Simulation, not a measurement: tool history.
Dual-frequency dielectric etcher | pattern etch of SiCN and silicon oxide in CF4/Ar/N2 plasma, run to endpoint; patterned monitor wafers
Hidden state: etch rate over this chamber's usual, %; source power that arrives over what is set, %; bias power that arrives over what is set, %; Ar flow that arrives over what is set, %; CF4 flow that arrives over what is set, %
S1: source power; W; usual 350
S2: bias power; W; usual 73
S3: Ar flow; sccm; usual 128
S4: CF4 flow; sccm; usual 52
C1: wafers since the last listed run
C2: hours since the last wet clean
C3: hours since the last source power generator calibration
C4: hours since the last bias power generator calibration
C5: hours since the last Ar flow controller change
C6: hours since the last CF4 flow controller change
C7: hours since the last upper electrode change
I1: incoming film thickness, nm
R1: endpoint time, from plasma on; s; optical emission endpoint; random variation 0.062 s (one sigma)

| run | hour | S1 | S2 | S3 | S4 | C1 | C2 | C3 | C4 | C5 | C6 | C7 | I1 | R1 |
|---|---|---|---|---|---|---|---|---|---|---|---|---|---|---|
| 1 | 0.0 | 350 | 73 | 128 | 52 | 0 | 178.4 | 1222.8 | 4037.7 | 3765.2 | 5245.0 | 2568.6 | 13.82 | 21.6 |
| 2 | 34.4 | 350 | 73 | 128 | 52 | 403 | 212.8 | 1257.2 | 4072.1 | 3799.6 | 5279.4 | 2603.0 | 13.58 | 21.2 |
| 3 | 57.4 | 350 | 73 | 128 | 52 | 270 | 235.8 | 1280.2 | 4095.1 | 3822.6 | 5302.4 | 2626.0 | 13.75 | 21.5 |
| 4 | 79.8 | 350 | 73 | 128 | 52 | 262 | 258.2 | 1302.6 | 4117.5 | 3845.0 | 5324.8 | 2648.4 | 13.75 | 21.6 |
| 5 | 106.4 | 380 | 73 | 128 | 52 | 312 | 284.8 | 1329.2 | 4144.1 | 3871.6 | 5351.4 | 2675.0 | 13.60 | 19.6 |
| 6 | 134.7 | 350 | 73 | 128 | 52 | 332 | 313.1 | 1357.5 | 4172.4 | 3899.9 | 5379.7 | 2703.3 | 13.66 | 21.2 |
| 7 | 162.9 | 350 | 73 | 128 | 52 | 331 | 341.3 | 1385.7 | 4200.6 | 3928.1 | 5407.9 | 2731.5 | 13.70 | 21.4 |
|  | 183.6 | Ar flow controller replaced |
| 8 | 184.1 | 350 | 84 | 128 | 52 | 178 | 362.5 | 1406.9 | 4221.8 | 0.5 | 5429.1 | 2752.7 | 13.76 | 20.4 |
| 9 | 207.3 | 350 | 73 | 139 | 52 | 272 | 385.7 | 1430.1 | 4245.0 | 23.7 | 5452.3 | 2775.9 | 13.75 | 21.9 |
|  | 227.8 | CF4 flow controller replaced |
| 10 | 241.8 | 350 | 73 | 139 | 52 | 334 | 420.2 | 1464.6 | 4279.5 | 58.2 | 14.0 | 2810.4 | 13.70 | 21.7 |
|  | 252.3 | bias power generator calibrated |
| 11 | 259.6 | 290 | 73 | 128 | 52 | 162 | 438.0 | 1482.4 | 7.3 | 76.0 | 31.8 | 2828.2 | 13.69 | 25.6 |
| 12 | 277.5 | 270 | 73 | 100 | 63 | 210 | 455.9 | 1500.3 | 25.2 | 93.9 | 49.7 | 2846.1 | 13.60 | 25.4 |
| 13 | 304.9 | 350 | 73 | 117 | 65 | 321 | 483.3 | 1527.7 | 52.6 | 121.3 | 77.1 | 2873.5 | 13.61 | 20.3 |
|  | 315.7 | source power generator calibrated |
|  | 350.4 | upper electrode replaced |
|  | 373.5 | wet clean of the chamber |
| 14 | 374.0 | 350 | 79 | 104 | 39 | 211 | 0.5 | 58.3 | 121.7 | 190.4 | 146.2 | 23.6 | 13.69 | 20.0 |
| 15 | 374.3 | 350 | 73 | 139 | 52 | 3 | 0.8 | 58.6 | 122.0 | 190.7 | 146.5 | 23.9 | 13.61 | 21.0 |
| 16 | 378.3 | 350 | 73 | 128 | 40 | 46 | 4.8 | 62.6 | 126.0 | 194.7 | 150.5 | 27.9 | 13.65 | 21.2 |
| 17 | 401.9 | 350 | 73 | 143 | 52 | 277 | 28.4 | 86.2 | 149.6 | 218.3 | 174.1 | 51.5 | 13.68 | 21.2 |
| 18 | 418.2 | 390 | 88 | 104 | 52 | 191 | 44.7 | 102.5 | 165.9 | 234.6 | 190.4 | 67.8 | 13.60 | 16.8 |
| 19 | 439.4 | 400 | 64 | 103 | 52 | 248 | 65.9 | 123.7 | 187.1 | 255.8 | 211.6 | 89.0 | 13.67 | 18.1 |
| 20 | 469.9 | 350 | 73 | 128 | 57 | 358 | 96.4 | 154.2 | 217.6 | 286.3 | 242.1 | 119.5 | 13.71 | 20.5 |
| 21 | 494.2 | 350 | 73 | 128 | 52 | 285 | 120.7 | 178.5 | 241.9 | 310.6 | 266.4 | 143.8 | 13.68 | 20.7 |
| 22 | 512.6 | 410 | 89 | 101 | 41 | 216 | 139.1 | 196.9 | 260.3 | 329.0 | 284.8 | 162.2 | 13.68 | 16.3 |

Some steps in R1 between neighbouring runs. How much of each would the tool show without its hidden state too (settings, what came in, random variation), and how much is left for the hidden state, with any gauge scatter that isn't in both results?
Run 12 -> 13: S1 270 -> 350, S3 100 -> 117, S4 63 -> 65. R1 -5.1 s: hidden state -0.2, all else -4.9.
Run 13 -> 14: S2 73 -> 79, S3 117 -> 104, S4 65 -> 39, source power generator calibrated, upper electrode replaced, wet clean of the chamber. R1 -0.3 s: hidden state -0.6, all else +0.3.
Run 17 -> 18: S1 350 -> 390, S2 73 -> 88, S3 143 -> 104. R1 -4.4 s: hidden state +0.0, all else -4.4.
